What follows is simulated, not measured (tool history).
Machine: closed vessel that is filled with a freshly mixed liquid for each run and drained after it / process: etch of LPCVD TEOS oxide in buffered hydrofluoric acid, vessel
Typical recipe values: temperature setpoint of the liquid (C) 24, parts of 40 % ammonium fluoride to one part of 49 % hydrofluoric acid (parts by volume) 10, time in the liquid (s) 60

run   hour  temperature setpoint of the liquid (C)  parts of 40 % ammonium fluoride to one part of 49 % hydrofluoric acid (parts by volume)  time in the liquid (s)  read-back film thickness of the LPCVD TEOS oxide reference wafer, read on the same gauge (nm)  thickness taken off the LPCVD TEOS oxide on a monitor wafer (nm)
  1      0                                      24                                                                                       10                      60                                                                                          49.99                                                            115.47
  2   15.1                                      24                                                                                       10                      60                                                                                          50.02                                                             115.4
  3   24.7                                      24                                                                                       10                      60                                                                                          49.99                                                            114.56
  4   36.4                                      24                                                                                       10                      60                                                                                          50.02                                                            114.82
  5   43.4                                      24                                                                                       10                      60                                                                                             50                                                            114.78
  6     51                                      24                                                                                       10                      60                                                                                          49.98                                                            114.59
  7   67.2                                      24                                                                                       13                      60                                                                                          50.03                                                             88.97
      77.8  -- hydrofluoric acid flow meter replaced
  8   78.3                                      24                                                                                       10                      60                                                                                          49.99                                                            116.89
  9   91.3                                      24                                                                                       10                      60                                                                                          49.98                                                            116.87
 10  106.2                                      24                                                                                       10                      60                                                                                          50.02                                                            116.48
 11  116.2                                      24                                                                                       10                      60                                                                                             50                                                            117.18
 12  129.2                                      24                                                                                       10                      60                                                                                          49.95                                                            116.98
 13  144.8                                      24                                                                                       10                      60                                                                                          49.99                                                            117.36
 14    159                                      24                                                                                       10                      60                                                                                          49.98                                                            116.54
 15  172.8                                    27.5                                                                                       10                      45                                                                                          49.95                                                            105.39
 16  187.4                                      24                                                                                       10                      60                                                                                          49.99                                                            116.32
 17  204.1                                      24                                                                                       10                      40                                                                                          50.01                                                             77.62
 18  216.6                                      24                                                                                       10                      60                                                                                          49.98                                                            116.91
 19  228.5                                      21                                                                                        9                      45                                                                                          50.02                                                             80.34
     232.2  -- thermometer replaced
 20  246.3                                      22                                                                                       11                      85                                                                                             50                                                            134.65
     253.2  -- gauge calibrated
 21  262.4                                      24                                                                                     12.5                      60                                                                                          49.99                                                             92.93
 22    272                                      24                                                                                       10                      80                                                                                          49.98                                                             155.5
 23  280.3                                    21.5                                                                                       14                      35                                                                                             50                                                             42.53
 24  288.1                                      22                                                                                        7                      45                                                                                             50                                                            110.08
 25  300.8                                      26                                                                                     13.5                      70                                                                                          50.01                                                            113.58
 26  311.6                                      24                                                                                       13                      60                                                                                          50.01                                                             89.43
 27  320.8                                      24                                                                                       10                      60                                                                                             50                                                            116.17
 28  336.8                                      24                                                                                       10                      60                                                                                             50                                                            116.24
 29    344                                      24                                                                                       10                      40                                                                                             50                                                             77.14
 30  357.5                                      24                                                                                       10                      60                                                                                          49.97                                                            116.35
 31  371.2                                      26                                                                                     11.5                      30                                                                                          50.03                                                             55.99
 32  386.5                                    22.5                                                                                        8                      60                                                                                          49.99                                                            128.26
 33  403.9                                    28.5                                                                                       10                      60                                                                                          49.98                                                             147.1
 34  411.1                                    22.5                                                                                      6.5                      35                                                                                          49.97                                                             93.41

Selected run-to-run steps in thickness taken off the LPCVD TEOS oxide on a monitor wafer (nm), each split into two signed amounts: the part the tool would show with no hidden state at all (from settings, incoming material and random variation), and the remainder, which goes to the hidden state together with any gauge scatter not common to the measured and the hidden-state-free results:
Unlogged tool condition in this case: liquid colder than its thermometer reads (K); hydrofluoric acid flow below the setpoint (%); gauge reads high (%).
Run 7 -> 8: parts of 40 % ammonium fluoride to one part of 49 % hydrofluoric acid (parts by volume) 13 -> 10, hydrofluoric acid flow meter replaced. thickness taken off the LPCVD TEOS oxide on a monitor wafer (nm) +27.92: hidden state +1.88, all else +26.04.
Run 22 -> 23: temperature setpoint of the liquid (C) 24 -> 21.5, parts of 40 % ammonium fluoride to one part of 49 % hydrofluoric acid (parts by volume) 10 -> 14, time in the liquid (s) 80 -> 35. thickness taken off the LPCVD TEOS oxide on a monitor wafer (nm) -112.97: hidden state +1.11, all else -114.08.
Run 23 -> 24: temperature setpoint of the liquid (C) 21.5 -> 22, parts of 40 % ammonium fluoride to one part of 49 % hydrofluoric acid (parts by volume) 14 -> 7, time in the liquid (s) 35 -> 45. thickness taken off the LPCVD TEOS oxide on a monitor wafer (nm) +67.55: hidden state -0.88, all else +68.43.
Run 31 -> 32: temperature setpoint of the liquid (C) 26 -> 22.5, parts of 40 % ammonium fluoride to one part of 49 % hydrofluoric acid (parts by volume) 11.5 -> 8, time in the liquid (s) 30 -> 60. thickness taken off the LPCVD TEOS oxide on a monitor wafer (nm) +72.27: hidden state -1.39, all else +73.66.

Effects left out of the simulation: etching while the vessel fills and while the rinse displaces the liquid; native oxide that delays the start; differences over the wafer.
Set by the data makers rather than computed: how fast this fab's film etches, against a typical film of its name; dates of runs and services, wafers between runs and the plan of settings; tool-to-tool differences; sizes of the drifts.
